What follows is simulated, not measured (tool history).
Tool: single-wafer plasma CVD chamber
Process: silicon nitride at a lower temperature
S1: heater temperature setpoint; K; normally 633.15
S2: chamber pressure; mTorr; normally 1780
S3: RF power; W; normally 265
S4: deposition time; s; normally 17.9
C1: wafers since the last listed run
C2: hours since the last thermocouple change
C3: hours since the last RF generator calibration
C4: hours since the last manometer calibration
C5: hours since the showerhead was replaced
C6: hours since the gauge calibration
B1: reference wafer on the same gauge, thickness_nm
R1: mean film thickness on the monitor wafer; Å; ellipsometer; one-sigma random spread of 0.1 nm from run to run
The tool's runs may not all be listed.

Run 1, hour 0: usual settings; C1 0; C2 1837.2; C3 2188.5; C4 2265.4; C5 6258.4; C6 42.7; B1 17.004. Result: R1 208.09 Å.
Run 2, hour 43.3: usual settings but S4 16 s; C1 811; C2 1880.5; C3 2231.8; C4 2308.7; C5 6301.7; C6 86; B1 16.995. Result: R1 184.41 Å.
Run 3, hour 57: usual settings but S4 16 s; C1 256; C2 1894.2; C3 2245.5; C4 2322.4; C5 6315.4; C6 99.7; B1 16.997. Result: R1 183.89 Å.
Run 4, hour 69.1: usual settings but S4 16.2 s; C1 226; C2 1906.3; C3 2257.6; C4 2334.5; C5 6327.5; C6 111.8; B1 16.999. Result: R1 187.3 Å.
Run 5, hour 79.6: usual settings but S4 16.2 s; C1 196; C2 1916.8; C3 2268.1; C4 2345; C5 6338; C6 122.3; B1 17.009. Result: R1 184.98 Å.
Run 6, hour 86.8: usual settings; C1 134; C2 1924; C3 2275.3; C4 2352.2; C5 6345.2; C6 129.5; B1 17.007. Result: R1 204.86 Å.
Run 7, hour 103.6: usual settings; C1 314; C2 1940.8; C3 2292.1; C4 2369; C5 6362; C6 146.3; B1 16.984. Result: R1 204.81 Å.
Run 8, hour 110.1: usual settings; C1 121; C2 1947.3; C3 2298.6; C4 2375.5; C5 6368.5; C6 152.8; B1 16.99. Result: R1 208.09 Å.
Run 9, hour 122: usual settings; C1 223; C2 1959.2; C3 2310.5; C4 2387.4; C5 6380.4; C6 164.7; B1 17.029. Result: R1 205.64 Å.
At hour 131.8: showerhead replaced.
At hour 141: RF generator calibrated.
Run 10, hour 141.5: usual settings but S2 1450 mTorr, S3 240 W; C1 65; C2 1978.7; C3 0.5; C4 2406.9; C5 9.7; C6 184.2; B1 16.99. Result: R1 181.91 Å.
Run 11, hour 154.6: usual settings but S3 220 W; C1 245; C2 1991.8; C3 13.6; C4 2420; C5 22.8; C6 197.3; B1 17.007. Result: R1 182.95 Å.
At hour 169.2: capacitance manometer re-zeroed and calibrated.
Run 12, hour 169.7: usual settings but S1 622.15 K, S4 16.8 s; C1 133; C2 2006.9; C3 28.7; C4 0.5; C5 37.9; C6 212.4; B1 17.002. Result: R1 193.87 Å.
Run 13, hour 174.2: usual settings; C1 84; C2 2011.4; C3 33.2; C4 5; C5 42.4; C6 216.9; B1 16.998. Result: R1 205.36 Å.
At hour 183.6: thermocouple changed; heater temperature recalibrated.
Run 14, hour 184.1: usual settings but S1 646.15 K, S2 1940 mTorr, S3 280 W, S4 15.5 s; C1 35; C2 0.5; C3 43.1; C4 14.9; C5 52.3; C6 226.8; B1 16.986. Result: R1 188.24 Å.
At hour 191.4: gauge calibrated.
Run 15, hour 196.5: usual settings but S1 637.15 K, S2 1590 mTorr, S3 315 W; C1 232; C2 12.9; C3 55.5; C4 27.3; C5 64.7; C6 5.1; B1 17.002. Result: R1 220.38 Å.
Run 16, hour 209.2: usual settings but S1 626.15 K, S2 1980 mTorr, S3 230 W, S4 15.7 s; C1 238; C2 25.6; C3 68.2; C4 40; C5 77.4; C6 17.8; B1 16.992. Result: R1 168.57 Å.
Run 17, hour 221.1: usual settings but S4 20.6 s; C1 223; C2 37.5; C3 80.1; C4 51.9; C5 89.3; C6 29.7; B1 16.986. Result: R1 238.12 Å.
Run 18, hour 227.3: usual settings; C1 116; C2 43.7; C3 86.3; C4 58.1; C5 95.5; C6 35.9; B1 17. Result: R1 206.14 Å.
Run 19, hour 239: usual settings but S4 16 s; C1 219; C2 55.4; C3 98; C4 69.8; C5 107.2; C6 47.6; B1 17.009. Result: R1 183.66 Å.
Run 20, hour 248.9: usual settings; C1 185; C2 65.3; C3 107.9; C4 79.7; C5 117.1; C6 57.5; B1 16.982. Result: R1 207.19 Å.

Across each entry between runs, compare the hidden state at the last listed run before it with the hidden state at the first listed run after it:
Logged between run 9 and run 10: showerhead replaced (hour 131.8); RF generator calibrated (hour 141)
  both runs share identical hidden conditions
Logged between run 11 and run 12: capacitance manometer re-zeroed and calibrated (hour 169.2)
  both runs share identical hidden conditions
Logged between run 13 and run 14: thermocouple changed; heater temperature recalibrated (hour 183.6)
  both runs share identical hidden conditions
Logged between run 14 and run 15: gauge calibrated (hour 191.4)
  both runs share identical hidden conditions
